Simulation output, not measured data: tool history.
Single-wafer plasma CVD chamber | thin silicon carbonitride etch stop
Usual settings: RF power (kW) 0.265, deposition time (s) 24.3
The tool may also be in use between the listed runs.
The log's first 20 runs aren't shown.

run     day  RF power (kW)  deposition time (s)  wafers since the last listed run  hours since the last thermocouple change  hours since the last RF generator calibration  hours since the showerhead was replaced  hours since the gauge calibration  read-back reference wafer on the same gauge, thickness_nm  mean film thickness on the monitor wafer (angstrom)
 21  22.058          0.285                 21.3                               478                                     253.7                                           27.0                                    302.3                              257.3                                                     14.926                                               132.55
 22  22.567          0.300                 28.3                               220                                     265.9                                           39.2                                    314.5                              269.5                                                     14.903                                               179.48
 23  23.238          0.265                 20.7                               290                                     282.0                                           55.3                                    330.6                              285.6                                                     14.906                                               126.14
 24  24.329          0.305                 24.3                               472                                     308.2                                           81.5                                    356.8                              311.8                                                     14.904                                               154.67
 25  25.821          0.220                 26.2                               646                                     344.0                                          117.3                                    392.6                              347.6                                                     14.907                                               147.47
 26  26.554          0.265                 26.3                               317                                     361.6                                          134.9                                    410.2                              365.2                                                     14.904                                               160.04
 27  27.142          0.265                 24.3                               254                                     375.7                                          149.0                                    424.3                              379.3                                                     14.911                                               147.76
 28  27.746          0.265                 24.3                               261                                     390.2                                          163.5                                    438.8                              393.8                                                     14.899                                               146.18
 29  29.217          0.265                 24.3                               637                                     425.5                                          198.8                                    474.1                              429.1                                                     14.910                                               145.95
 30  29.875          0.245                 24.3                               285                                     441.3                                          214.6                                    489.9                              444.9                                                     14.914                                               142.38
 31  31.046          0.225                 24.3                               507                                     469.4                                          242.7                                    518.0                              473.0                                                     14.894                                               136.84
 32  31.988          0.315                 24.3                               407                                     492.0                                          265.3                                    540.6                              495.6                                                     14.902                                               156.85
 33  32.888          0.250                 26.8                               389                                     513.6                                          286.9                                    562.2                              517.2                                                     14.894                                               158.98
 34  33.754          0.215                 26.1                               375                                     534.4                                          307.7                                    583.0                              538.0                                                     14.896                                               146.13

Run 35 comes next. What will it give?
 35  34.862          0.265                 20.4                               480                                     561.0                                          334.3                                    609.6                              564.6                                                          ?                                                    ?

Run 35 gave read-back reference wafer on the same gauge, thickness_nm 14.912, mean film thickness on the monitor wafer (angstrom) 122.48.
Without the tool's hidden state the same run would have given mean film thickness on the monitor wafer (angstrom) 125.10.
